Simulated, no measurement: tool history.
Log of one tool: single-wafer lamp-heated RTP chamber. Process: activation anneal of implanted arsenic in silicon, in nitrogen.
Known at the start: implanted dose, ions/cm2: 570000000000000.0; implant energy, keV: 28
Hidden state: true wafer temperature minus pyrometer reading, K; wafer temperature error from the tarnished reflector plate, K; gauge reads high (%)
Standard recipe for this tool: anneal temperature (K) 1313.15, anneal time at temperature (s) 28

run,hour,anneal temperature (K),anneal time at temperature (s),wafers since the last listed run,wafers since the last pyrometer calibration,wafers since the reflector plate was cleaned,hours since the gauge calibration,"read-back reference wafer on the same gauge, sheet resistance",sheet resistance of the implanted and annealed layer (ohm/square)
1,0,1313.15,15,0,5948,4352,2257.3,206.9,184.33
# hour 13.8: pyrometer window cleaned and pyrometer calibrated
2,52.2,1313.15,15,469,408,4822,2309.5,206.96,183.62
3,125.5,1313.15,28,779,1187,5601,2382.8,207.27,181.43
4,230.7,1313.15,28,1118,2306,6720,2488,207.24,179.43
# hour 241.3: reflector plate cleaned
5,327.3,1313.15,28,941,3247,914,2584.6,207.16,181.12
6,368.6,1313.15,36,439,3686,1353,2625.9,207.24,178.44
7,471.6,1304.15,28,1094,4781,2447,2728.9,206.67,183.24
8,527.7,1304.15,28,596,5378,3044,2785,207.14,182.65
# hour 638: pyrometer window cleaned and pyrometer calibrated
9,638.5,1333.15,21,1092,5,4137,2895.8,206.88,179.07
# hour 643.8: gauge calibrated
10,700.3,1333.15,21,656,662,4794,56.5,206.49,181.15
11,750.1,1333.15,21,529,1191,5323,106.3,206.78,181.02
# hour 782.9: reflector plate cleaned
12,793,1313.15,28,370,1562,107,149.2,206.57,181.33
13,832.2,1313.15,28,416,1979,523,188.4,207.17,179.76
14,887.7,1336.15,37,589,2569,1113,243.9,206.65,175.32
15,983.8,1313.15,40,1021,3590,2135,340,206.79,178.24
16,1057.5,1313.15,28,783,4374,2918,413.7,207.02,179.38
17,1113.5,1333.15,28,595,4969,3513,469.7,207.22,178.96
18,1217.2,1297.15,37,1102,6071,4616,573.4,206.97,181.13
# hour 1292.8: pyrometer window cleaned and pyrometer calibrated
19,1310.2,1313.15,28,903,184,5519,666.4,206.92,180.01
# hour 1362.6: reflector plate cleaned
20,1392.2,1333.15,11,786,971,314,748.4,206.64,183.19
21,1483.8,1284.15,41,973,1944,1287,840,206.59,183.05
22,1549.3,1292.15,22,696,2641,1984,905.5,207.27,185.32
23,1655.3,1296.15,22,1126,3767,3111,1011.5,206.8,184.9
24,1706.4,1340.15,28,543,4311,3654,1062.6,207.08,177.17
25,1797.3,1335.15,43,966,5277,4620,1153.5,207.24,175.33
26,1897.8,1340.15,35,1068,6345,5688,1254,206.88,173.56
# hour 1929.2: reflector plate cleaned
# hour 1930: pyrometer window cleaned and pyrometer calibrated
27,1996.2,1313.15,28,952,703,703,1352.4,207.11,181.31
28,2073.5,1302.15,39,821,1524,1524,1429.7,206.84,181.08

Run 29 comes next. What will it give?
29,2178.9,1313.15,28,1120,2645,2645,1535.1,?,?

read-back reference wafer on the same gauge, sheet resistance: 207.14
sheet resistance of the implanted and annealed layer (ohm/square): 180.02
Minus the tool's unlogged condition, the same run would have read sheet resistance of the implanted and annealed layer (ohm/square) 180.02.
